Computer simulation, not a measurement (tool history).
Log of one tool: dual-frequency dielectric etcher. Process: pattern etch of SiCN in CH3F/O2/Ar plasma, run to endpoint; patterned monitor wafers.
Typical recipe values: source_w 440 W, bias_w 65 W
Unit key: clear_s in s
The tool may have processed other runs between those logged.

run,hour,source_w,bias_w,"incoming incoming film thickness, nm",clear_s
1,0,500,65,9.07,25.1
2,14.6,440,65,9.01,25.6
3,30.3,440,65,8.97,25.5
# hour 71.1: wet clean of the chamber
# hour 71.8: bias power generator calibrated
4,72.3,440,65,9.04,24.9
5,72.7,370,61,8.99,26.2
6,73,370,61,8.99,26.1
7,82.5,440,65,9,24.8
8,96.2,440,65,9.08,24.9
9,102.5,440,65,8.9,24.7
# hour 109.3: source power generator calibrated
10,109.8,440,53,8.93,26.1
# hour 137.4: upper electrode replaced
11,137.9,440,56,8.93,26
12,138.2,440,80,8.92,23.1
13,147.9,340,78,9,24.8
14,161.4,360,71,9.13,25.8
15,167.7,440,65,9,25.1
16,178.8,440,65,8.99,25.2
17,192.4,440,65,9.02,25.2
18,209.7,490,55,8.95,25.9

Consider 4 possible next runs. They are alternatives, not a sequence: every one starts from the tool as it was left by run 18. What does each give?
A,210.1,440,70,9.02,?
B,210.1,400,65,9.02,?
C,210.1,410,65,9.02,?
D,210.1,520,56,9.02,?

run,clear_s
A,24.8
B,25.9
C,25.8
D,25.6
What these runs would have given with no unlogged condition in the tool:
run,clear_s
A,24.2
B,25.3
C,25.1
D,24.9
